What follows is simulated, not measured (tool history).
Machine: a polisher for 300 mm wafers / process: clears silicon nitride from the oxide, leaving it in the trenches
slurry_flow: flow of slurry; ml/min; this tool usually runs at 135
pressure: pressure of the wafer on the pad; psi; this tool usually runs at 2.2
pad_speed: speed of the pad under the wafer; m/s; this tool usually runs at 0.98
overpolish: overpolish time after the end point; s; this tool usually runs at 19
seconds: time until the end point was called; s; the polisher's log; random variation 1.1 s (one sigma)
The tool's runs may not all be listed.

| run | hour | slurry_flow | pressure | pad_speed | overpolish | incoming thickness of the incoming film, nm | seconds |
|---|---|---|---|---|---|---|---|
| 1 | 0.0 | 135 | 2.2 | 0.98 | 19 | 74.9 | 124.9 |
| 2 | 31.0 | 135 | 2.2 | 0.98 | 19 | 75.4 | 125.7 |
| 3 | 85.9 | 135 | 2.2 | 0.98 | 19 | 73.5 | 121.3 |
| 4 | 116.0 | 135 | 2.2 | 0.98 | 19 | 75.1 | 125.8 |
|  | 168.1 | worn pad replaced by a new one |
| 5 | 187.4 | 135 | 2.2 | 0.98 | 19 | 76.6 | 127.4 |
| 6 | 240.1 | 135 | 2.2 | 0.98 | 12 | 75.6 | 127.8 |
| 7 | 265.1 | 135 | 2.2 | 0.98 | 12 | 75.7 | 124.0 |
| 8 | 330.4 | 135 | 2.2 | 0.98 | 19 | 75.5 | 125.0 |
|  | 382.0 | worn pad replaced by a new one |
| 9 | 399.9 | 135 | 2.2 | 0.98 | 19 | 74.7 | 126.5 |
|  | 436.3 | slurry nozzle cleaned |
| 10 | 436.8 | 135 | 2.2 | 0.98 | 19 | 75.1 | 116.2 |
| 11 | 476.6 | 135 | 2.2 | 0.98 | 19 | 75.1 | 118.0 |
| 12 | 540.3 | 135 | 1.4 | 1.24 | 14 | 74.2 | 121.0 |
| 13 | 571.7 | 135 | 2.2 | 0.98 | 25 | 75.0 | 120.0 |
|  | 595.6 | head pressure recalibrated |
|  | 615.7 | worn pad replaced by a new one |
| 14 | 624.3 | 135 | 2.2 | 0.98 | 19 | 74.6 | 122.2 |
| 15 | 669.8 | 135 | 1.6 | 1.08 | 19 | 75.9 | 135.4 |
| 16 | 702.9 | 90 | 2.6 | 0.80 | 19 | 74.4 | 159.5 |
| 17 | 734.2 | 160 | 2.2 | 0.98 | 9 | 74.4 | 117.7 |
| 18 | 803.4 | 135 | 2.2 | 0.98 | 19 | 74.6 | 125.6 |
|  | 820.6 | worn pad replaced by a new one, of another model than before |
| 19 | 863.2 | 135 | 2.6 | 0.98 | 19 | 73.6 | 103.8 |
| 20 | 927.6 | 135 | 2.6 | 0.70 | 29 | 73.6 | 131.9 |
|  | 1034.5 | slurry nozzle cleaned |
| 21 | 1047.1 | 175 | 2.6 | 0.98 | 14 | 74.0 | 94.5 |
|  | 1072.9 | worn pad replaced by a new one |
| 22 | 1099.9 | 135 | 2.4 | 0.98 | 19 | 74.4 | 107.3 |

Consider 4 possible next runs. They are alternatives, not a sequence: every one starts from the tool as it was left by run 22. What does each give?
| A | 1100.4 | 135 | 2.2 | 0.64 | 19 | 74.4 | ? |
| B | 1100.4 | 100 | 2.2 | 0.98 | 19 | 74.4 | ? |
| C | 1100.4 | 135 | 1.5 | 0.98 | 14 | 74.4 | ? |
| D | 1100.4 | 165 | 2.2 | 0.98 | 19 | 74.4 | ? |

| run | seconds |
|---|---|
| A | 165.7 |
| B | 125.3 |
| C | 175.8 |
| D | 116.8 |
Stripped of hidden state, with their random variation kept, the same runs would have yielded:
| run | seconds |
|---|---|
| A | 163.8 |
| B | 123.6 |
| C | 173.8 |
| D | 115.7 |
